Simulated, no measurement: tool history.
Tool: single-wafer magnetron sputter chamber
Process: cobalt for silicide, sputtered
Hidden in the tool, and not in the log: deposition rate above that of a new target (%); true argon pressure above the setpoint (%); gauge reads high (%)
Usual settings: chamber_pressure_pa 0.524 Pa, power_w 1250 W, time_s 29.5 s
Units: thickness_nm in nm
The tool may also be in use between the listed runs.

run,hour,chamber_pressure_pa,power_w,time_s,wafers since the last listed run,wafers on the sputter target,hours since the last manometer calibration,hours since the magnet pack was replaced,hours since the gauge calibration,"read-back reference wafer on the same gauge, thickness_nm",thickness_nm
1,0.0,0.524,1250,29.5,0,2811,2288.5,11053.8,94.1,16.209,18.293
2,33.6,0.524,1250,29.5,863,3675,2322.1,11087.4,127.7,16.206,18.366
3,94.1,0.524,1250,29.5,1555,5231,2382.6,11147.9,188.2,16.222,18.310
4,110.2,0.524,1250,29.5,413,5645,2398.7,11164.0,204.3,16.236,18.188
5,132.9,0.524,1250,29.5,583,6228,2421.4,11186.7,227.0,16.257,18.385
# hour 145.6: magnet pack replaced
# hour 152.8: sputter target and shields replaced
6,165.6,0.524,1250,29.5,448,328,2454.1,20.0,259.7,16.269,18.324
7,187.0,0.608,1250,29.5,550,878,2475.5,41.4,281.1,16.304,17.972
8,204.5,0.524,1250,33.5,449,1328,2493.0,58.9,298.6,16.318,20.820
9,233.2,0.524,1250,33.5,737,2066,2521.7,87.6,327.3,16.338,20.901
10,268.3,0.389,1450,26.6,902,2969,2556.8,122.7,362.4,16.364,19.837
11,280.3,0.425,1500,27.8,308,3277,2568.8,134.7,374.4,16.367,21.122
12,297.1,0.394,1250,32.5,431,3709,2585.6,151.5,391.2,16.388,21.380
13,315.0,0.524,1350,23.8,460,4169,2603.5,169.4,409.1,16.388,15.923
14,342.4,0.524,1000,35.3,704,4874,2630.9,196.8,436.5,16.429,18.063
# hour 362.7: sputter target and shields replaced
# hour 364.3: gauge calibrated
# hour 369.4: capacitance manometer re-zeroed and calibrated
15,369.9,0.524,1250,29.5,330,13,0.5,224.3,5.6,16.247,18.281
16,390.8,0.524,1250,29.5,537,551,21.4,245.2,26.5,16.240,18.224
17,418.8,0.524,1250,27.1,719,1271,49.4,273.2,54.5,16.240,16.825
18,454.7,0.391,1400,29.5,923,2194,85.3,309.1,90.4,16.272,21.133
19,469.8,0.647,1500,29.5,388,2582,100.4,324.2,105.5,16.271,20.828

Measured less the same run without the tool's hidden state. The same run-to-run variation is in both; the gauge's scatter may not be:
run,thickness_nm
1,+0.005
2,+0.016
3,+0.044
4,+0.053
5,+0.068
6,+0.092
7,+0.106
8,+0.140
9,+0.170
10,+0.199
11,+0.227
12,+0.252
13,+0.206
14,+0.267
15,+0.045
16,+0.045
17,+0.045
18,+0.065
19,+0.069

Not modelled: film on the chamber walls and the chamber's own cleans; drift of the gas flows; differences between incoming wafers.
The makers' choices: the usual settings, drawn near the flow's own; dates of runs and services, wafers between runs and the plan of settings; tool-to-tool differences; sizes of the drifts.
